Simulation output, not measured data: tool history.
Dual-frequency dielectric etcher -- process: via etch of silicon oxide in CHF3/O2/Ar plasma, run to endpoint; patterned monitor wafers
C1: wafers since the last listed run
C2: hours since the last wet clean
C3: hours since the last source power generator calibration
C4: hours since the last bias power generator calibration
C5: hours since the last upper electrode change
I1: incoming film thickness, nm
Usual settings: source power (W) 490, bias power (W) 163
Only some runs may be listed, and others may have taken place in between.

Run 1, hour 0: usual settings but source power (W) 430; C1 0; C2 352.5; C3 3173.5; C4 4570.5; C5 2277.5; I1 585.5. Result: endpoint time (s) 309.2.
Run 2, hour 15.6: usual settings; C1 48; C2 368.1; C3 3189.1; C4 4586.1; C5 2293.1; I1 590. Result: endpoint time (s) 305.4.
Run 3, hour 47.3: usual settings but bias power (W) 173; C1 98; C2 399.8; C3 3220.8; C4 4617.8; C5 2324.8; I1 588.9. Result: endpoint time (s) 300.7.
Run 4, hour 74.1: usual settings; C1 83; C2 426.6; C3 3247.6; C4 4644.6; C5 2351.6; I1 591.4. Result: endpoint time (s) 305.8.
Run 5, hour 95.7: usual settings but source power (W) 580; C1 66; C2 448.2; C3 3269.2; C4 4666.2; C5 2373.2; I1 584.7. Result: endpoint time (s) 285.1.
At hour 127.3: upper electrode replaced.
Run 6, hour 127.8: usual settings but source power (W) 580; C1 25; C2 480.3; C3 3301.3; C4 4698.3; C5 0.5; I1 587.6. Result: endpoint time (s) 287.1.
Run 7, hour 148.7: usual settings; C1 64; C2 501.2; C3 3322.2; C4 4719.2; C5 21.4; I1 586.2. Result: endpoint time (s) 303.4.
Run 8, hour 183.8: usual settings but bias power (W) 142; C1 108; C2 536.3; C3 3357.3; C4 4754.3; C5 56.5; I1 598.4. Result: endpoint time (s) 323.1.
At hour 188.2: source power generator calibrated.
Run 9, hour 214.8: usual settings but source power (W) 400, bias power (W) 129; C1 83; C2 567.3; C3 26.6; C4 4785.3; C5 87.5; I1 589.6. Result: endpoint time (s) 340.5.
At hour 251.4: wet clean of the chamber.
Run 10, hour 251.9: usual settings but source power (W) 530, bias power (W) 185; C1 40; C2 0.5; C3 63.7; C4 4822.4; C5 124.6; I1 595.2. Result: endpoint time (s) 288.2.
At hour 274.3: bias power generator calibrated.
Run 11, hour 274.8: usual settings but source power (W) 610, bias power (W) 138; C1 58; C2 23.4; C3 86.6; C4 0.5; C5 147.5; I1 591.3. Result: endpoint time (s) 293.5.
Run 12, hour 286.2: usual settings; C1 35; C2 34.8; C3 98; C4 11.9; C5 158.9; I1 587. Result: endpoint time (s) 306.6.
Run 13, hour 301.4: usual settings but bias power (W) 189; C1 47; C2 50; C3 113.2; C4 27.1; C5 174.1; I1 588. Result: endpoint time (s) 288.4.
Run 14, hour 331.6: usual settings but bias power (W) 204; C1 93; C2 80.2; C3 143.4; C4 57.3; C5 204.3; I1 589.9. Result: endpoint time (s) 282.5.
Run 15, hour 365: usual settings; C1 103; C2 113.6; C3 176.8; C4 90.7; C5 237.7; I1 594.3. Result: endpoint time (s) 303.8.

How the hidden state differs across the entries between the runs, from the last listed run before each to the first after it:
Run 5 -> run 6: upper electrode replaced (hour 127.3)
  both runs share identical hidden conditions
Run 8 -> run 9: source power generator calibrated (hour 188.2)
  both runs share identical hidden conditions
Run 9 -> run 10: wet clean of the chamber (hour 251.4)
  both runs share identical hidden conditions
Run 10 -> run 11: bias power generator calibrated (hour 274.3)
  both runs share identical hidden conditions
